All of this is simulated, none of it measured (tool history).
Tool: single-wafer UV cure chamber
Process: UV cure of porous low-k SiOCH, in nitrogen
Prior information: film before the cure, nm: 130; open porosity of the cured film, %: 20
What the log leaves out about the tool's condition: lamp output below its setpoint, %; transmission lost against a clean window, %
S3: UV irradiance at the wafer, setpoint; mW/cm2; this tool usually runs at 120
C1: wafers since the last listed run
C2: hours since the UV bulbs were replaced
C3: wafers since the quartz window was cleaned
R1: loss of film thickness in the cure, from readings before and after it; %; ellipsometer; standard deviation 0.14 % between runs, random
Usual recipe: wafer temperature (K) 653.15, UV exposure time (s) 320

run 1 day=0 | wafer_temperature_(K)=653.15 UV_exposure_time_(s)=320 S3=120 | C1=0 C2=1118.8 C3=2957 | R1=12.548
run 2 day=0.8 | wafer_temperature_(K)=653.15 UV_exposure_time_(s)=320 S3=120 | C1=87 C2=1138 C3=3044 | R1=12.595
run 3 day=1.367 | wafer_temperature_(K)=653.15 UV_exposure_time_(s)=320 S3=120 | C1=61 C2=1151.6 C3=3106 | R1=12.599
run 4 day=2.538 | wafer_temperature_(K)=653.15 UV_exposure_time_(s)=320 S3=120 | C1=127 C2=1179.7 C3=3234 | R1=12.549
run 5 day=3.25 | wafer_temperature_(K)=653.15 UV_exposure_time_(s)=320 S3=120 | C1=77 C2=1196.8 C3=3312 | R1=12.634
run 6 day=4.508 | wafer_temperature_(K)=653.15 UV_exposure_time_(s)=320 S3=120 | C1=137 C2=1227 C3=3449 | R1=12.56
run 7 day=5.371 | wafer_temperature_(K)=653.15 UV_exposure_time_(s)=320 S3=120 | C1=94 C2=1247.7 C3=3543 | R1=12.538
run 8 day=6.079 | wafer_temperature_(K)=653.15 UV_exposure_time_(s)=320 S3=120 | C1=77 C2=1264.7 C3=3621 | R1=12.338
run 9 day=7.246 | wafer_temperature_(K)=653.15 UV_exposure_time_(s)=320 S3=120 | C1=127 C2=1292.7 C3=3748 | R1=12.574
-- day=9.288 quartz window cleaned
run 10 day=9.812 | wafer_temperature_(K)=635.15 UV_exposure_time_(s)=500 S3=93 | C1=243 C2=1354.3 C3=57 | R1=14.188
run 11 day=11.075 | wafer_temperature_(K)=640.15 UV_exposure_time_(s)=405 S3=88 | C1=137 C2=1384.6 C3=195 | R1=13.002
run 12 day=12.275 | wafer_temperature_(K)=636.15 UV_exposure_time_(s)=320 S3=100 | C1=131 C2=1413.4 C3=326 | R1=11.82
run 13 day=12.833 | wafer_temperature_(K)=641.15 UV_exposure_time_(s)=385 S3=120 | C1=60 C2=1426.8 C3=386 | R1=13.933
run 14 day=14.242 | wafer_temperature_(K)=653.15 UV_exposure_time_(s)=320 S3=120 | C1=153 C2=1460.6 C3=540 | R1=13.211
-- day=14.767 UV bulbs replaced
run 15 day=15.35 | wafer_temperature_(K)=653.15 UV_exposure_time_(s)=320 S3=120 | C1=84 C2=14 C3=625 | R1=15.451
run 16 day=16.312 | wafer_temperature_(K)=670.15 UV_exposure_time_(s)=390 S3=142 | C1=105 C2=37.1 C3=730 | R1=17.806
run 17 day=17.267 | wafer_temperature_(K)=653.15 UV_exposure_time_(s)=155 S3=98 | C1=104 C2=60 C3=834 | R1=10.582
run 18 day=17.854 | wafer_temperature_(K)=653.15 UV_exposure_time_(s)=320 S3=120 | C1=64 C2=74.1 C3=898 | R1=15.063
run 19 day=18.642 | wafer_temperature_(K)=653.15 UV_exposure_time_(s)=415 S3=136 | C1=85 C2=93 C3=984 | R1=16.898

Per-run results on a tool with no hidden state, each run keeping its own random variation:
run=1 R1=16.123
run=2 R1=16.206
run=3 R1=16.228
run=4 R1=16.194
run=5 R1=16.322
run=6 R1=16.255
run=7 R1=16.247
run=8 R1=16.001
run=9 R1=16.331
run=10 R1=16.906
run=11 R1=15.838
run=12 R1=14.627
run=13 R1=16.934
run=14 R1=16.314
run=15 R1=16.299
run=16 R1=18.838
run=17 R1=11.644
run=18 R1=16.308
run=19 R1=18.269

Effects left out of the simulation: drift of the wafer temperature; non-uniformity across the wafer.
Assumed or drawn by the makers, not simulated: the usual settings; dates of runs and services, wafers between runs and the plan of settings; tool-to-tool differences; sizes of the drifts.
